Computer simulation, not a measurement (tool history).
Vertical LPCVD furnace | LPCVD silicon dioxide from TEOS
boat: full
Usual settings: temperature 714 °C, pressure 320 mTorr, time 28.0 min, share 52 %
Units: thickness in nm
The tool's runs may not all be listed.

run,day,temperature,pressure,time,share,wafers since the last listed run,hours since the last temperature calibration,hours since the pressure gauge was zeroed,hours since the TEOS flow controller was replaced,hours since the gauge calibration,"read-back reference wafer on the same gauge, thickness",thickness
1,0.000,714,320,28.0,52,0,4759.2,1209.9,2389.0,52.3,275.95,243.63
2,1.017,714,320,28.0,52,240,4783.6,1234.3,2413.4,76.7,276.21,244.19
3,3.992,714,320,28.0,52,704,4855.0,1305.7,2484.8,148.1,275.90,244.23
4,6.879,714,295,28.0,52,683,4924.3,1375.0,2554.1,217.4,276.02,234.15
5,8.562,714,320,28.0,52,398,4964.7,1415.4,2594.5,257.8,275.83,242.87
6,10.871,714,320,28.0,52,546,5020.1,1470.8,2649.9,313.2,275.67,241.46
7,12.150,714,320,36.5,52,302,5050.8,1501.5,2680.6,343.9,276.20,317.13
8,13.233,714,320,36.5,52,256,5076.8,1527.5,2706.6,369.9,276.20,317.64
9,14.929,714,320,23.0,52,401,5117.5,1568.2,2747.3,410.6,275.71,200.55
10,17.267,714,320,23.0,52,553,5173.6,1624.3,2803.4,466.7,276.07,199.37
11,19.400,714,320,28.0,52,504,5224.8,1675.5,2854.6,517.9,276.13,242.21
12,22.396,714,320,28.0,52,708,5296.7,1747.4,2926.5,589.8,275.91,243.54
# day 23.996: TEOS flow controller replaced
# day 24.571: thermocouples replaced and temperature profile calibrated
13,24.942,717,320,35.0,52,229,8.9,1808.5,22.7,650.9,275.81,324.60
# day 27.721: pressure gauge zeroed
14,27.742,714,355,25.0,52,425,76.1,0.5,89.9,718.1,276.02,232.53
# day 28.104: gauge calibrated
15,29.362,714,320,17.5,52,383,115.0,39.4,128.8,30.2,276.18,155.53
16,31.404,714,320,28.0,52,483,164.0,88.4,177.8,79.2,276.10,247.11
17,32.950,719,350,28.0,52,365,201.1,125.5,214.9,116.3,275.62,290.83
18,35.112,714,320,28.0,52,511,253.0,177.4,266.8,168.2,275.69,246.88
19,42.429,707,265,28.0,52,1731,428.6,353.0,442.4,343.8,275.93,191.63
20,45.212,710,375,20.5,59,658,495.4,419.8,509.2,410.6,275.91,190.64

Measured less the same run without the tool's hidden state. The same run-to-run variation is in both; the gauge's scatter may not be:
The hidden state here: true tube temperature minus thermocouple reading, K; true pressure minus gauge reading, mTorr; deviation of the TEOS flow from its setpoint, %; gauge reads high (%).
run,thickness
1,-6.10
2,-6.16
3,-6.27
4,-6.64
5,-6.38
6,-6.41
7,-8.47
8,-8.52
9,-5.41
10,-5.42
11,-6.64
12,-6.72
13,-9.02
14,-0.44
15,-0.57
16,-1.33
17,-1.76
18,-2.05
19,-3.05
20,-2.38
